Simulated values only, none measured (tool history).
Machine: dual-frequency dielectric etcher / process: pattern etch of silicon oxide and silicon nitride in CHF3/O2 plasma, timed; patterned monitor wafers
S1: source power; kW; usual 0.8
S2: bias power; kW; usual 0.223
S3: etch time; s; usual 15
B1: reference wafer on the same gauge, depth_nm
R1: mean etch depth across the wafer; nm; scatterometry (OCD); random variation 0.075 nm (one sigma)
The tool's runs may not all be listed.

run	hour	S1	S2	S3	B1	R1
1	0	0.8	0.223	13	22.79	21
2	27.1	0.8	0.223	13	22.8	20.85
3	55.8	0.8	0.223	15	22.8	24.08
4	85.1	0.8	0.223	15	22.75	24.06
5	103.6	0.8	0.223	12.5	22.8	20.04
6	121.2	0.8	0.223	12.5	22.81	19.98
7	135	0.8	0.223	15	22.83	24.08
8	170.3	0.8	0.223	15	22.77	24.02
9	186.7	0.8	0.223	15	22.82	23.88
10	210.7	0.8	0.223	15	22.79	23.92
11	244.6	0.8	0.223	15	22.77	23.86
12	277.5	0.8	0.223	15	22.77	23.86
13	375.2	0.8	0.223	15	22.79	23.66
14	418.5	0.92	0.248	15	22.79	26.81
15	422.3	0.92	0.248	15	22.82	26.77
16	467	0.99	0.223	15	22.79	26.83
17	482.4	0.8	0.223	15	22.79	24.22
18	593.6	0.97	0.223	16.5	22.82	29.12
19	614.1	0.8	0.223	15	22.79	24.19
20	629.9	0.72	0.276	15	22.77	24.75
21	646.4	0.8	0.269	15	22.81	25.69
22	682.4	0.9	0.209	14	22.8	23.3
23	703.5	0.8	0.223	15	22.82	24.01
24	724	0.8	0.223	16.5	22.82	26.59
25	749.2	0.8	0.201	15	22.84	23.35

Removed from this log: 5 entries logged between the listed runs. Between which two listed runs does each belong, and how does the tool's hidden state at the listed run before it compare with that at the listed run after it?
Run 10 -> run 11: bias power generator calibrated (hour 235.3)
  etch rate over this chamber's usual, %: -1.47 -> -1.6
  measured value less the no-hidden-state value, R1: -0.36 -> -0.38 nm
Run 11 -> run 12: source power generator calibrated (hour 263.1)
  etch rate over this chamber's usual, %: -1.6 -> -1.72
  measured value less the no-hidden-state value, R1: -0.38 -> -0.42 nm
Run 12 -> run 13: gauge calibrated (hour 296)
  etch rate over this chamber's usual, %: -1.72 -> -2.09
  measured value less the no-hidden-state value, R1: -0.42 -> -0.51 nm
Run 13 -> run 14: wet clean of the chamber (hour 418)
  etch rate over this chamber's usual, %: -2.09 -> 0.288
  measured value less the no-hidden-state value, R1: -0.51 -> +0.08 nm
Run 17 -> run 18: upper electrode replaced (hour 593.1)
  etch rate over this chamber's usual, %: 0.0488 -> -0.368
  measured value less the no-hidden-state value, R1: +0.01 -> -0.11 nm

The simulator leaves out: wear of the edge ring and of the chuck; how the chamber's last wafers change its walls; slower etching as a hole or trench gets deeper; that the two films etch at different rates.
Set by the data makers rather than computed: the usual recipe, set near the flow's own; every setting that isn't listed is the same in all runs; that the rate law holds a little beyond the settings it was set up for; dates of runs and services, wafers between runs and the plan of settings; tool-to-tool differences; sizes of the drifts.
